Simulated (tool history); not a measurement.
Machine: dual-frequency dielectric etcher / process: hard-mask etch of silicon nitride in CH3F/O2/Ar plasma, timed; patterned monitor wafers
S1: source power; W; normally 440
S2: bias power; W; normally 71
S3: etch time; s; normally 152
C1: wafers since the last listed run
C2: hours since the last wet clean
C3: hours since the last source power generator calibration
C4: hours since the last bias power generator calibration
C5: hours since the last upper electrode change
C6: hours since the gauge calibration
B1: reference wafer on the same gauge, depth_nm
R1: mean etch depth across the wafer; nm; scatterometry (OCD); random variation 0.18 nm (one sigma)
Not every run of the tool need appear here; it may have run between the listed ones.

run   hour   S1  S2     S3    C1     C2      C3      C4      C5     C6  B1     R1
  1      0  440  71    152     0  540.6  1333.5    3972  4086.2  200.8  99  107.8
       7.1  -- wet clean of the chamber
  2   52.9  440  71    152   312   45.8  1386.4  4024.9  4139.1  253.7  99  106.3
  3  152.4  440  83    152   677  145.3  1485.9  4124.4  4238.6  353.2  99  111.6
  4  235.6  440  71  115.5   566  228.5  1569.1  4207.6  4321.8  436.4  99   81.1
  5  314.7  440  71  115.5   538  307.6  1648.2  4286.7  4400.9  515.5  99   81.5
  6  352.8  440  60  174.5   259  345.7  1686.3  4324.8    4439  553.6  99  117.4
  7  446.3  440  60  174.5   636  439.2  1779.8  4418.3  4532.5  647.1  99  118.1
  8  541.1  500  80    119   645    534  1874.6  4513.1  4627.3  741.9  99   90.2
     616.3  -- wet clean of the chamber
  9  616.7  490  78  119.5   351    0.4  1950.2  4588.7  4702.9  817.5  99   87.7
     640.3  -- gauge calibrated
 10  660.3  440  71    152   296     44  1993.8  4632.3  4746.5     20  99  105.5
     728.7  -- bias power generator calibrated
     847.7  -- upper electrode replaced
     922.5  -- source power generator calibrated
 11    923  380  71    112  1571  306.7     0.5   194.3    75.3  282.7  99   75.8

Expected results for the next run?
 12   974  440  71  152  347  357.7  51.5  245.3  126.3  333.7   ?   ?

For run 12 the tool returned B1 99, R1 107.2 nm.
Minus the tool's unlogged condition, the same run would have read R1 106.5 nm.

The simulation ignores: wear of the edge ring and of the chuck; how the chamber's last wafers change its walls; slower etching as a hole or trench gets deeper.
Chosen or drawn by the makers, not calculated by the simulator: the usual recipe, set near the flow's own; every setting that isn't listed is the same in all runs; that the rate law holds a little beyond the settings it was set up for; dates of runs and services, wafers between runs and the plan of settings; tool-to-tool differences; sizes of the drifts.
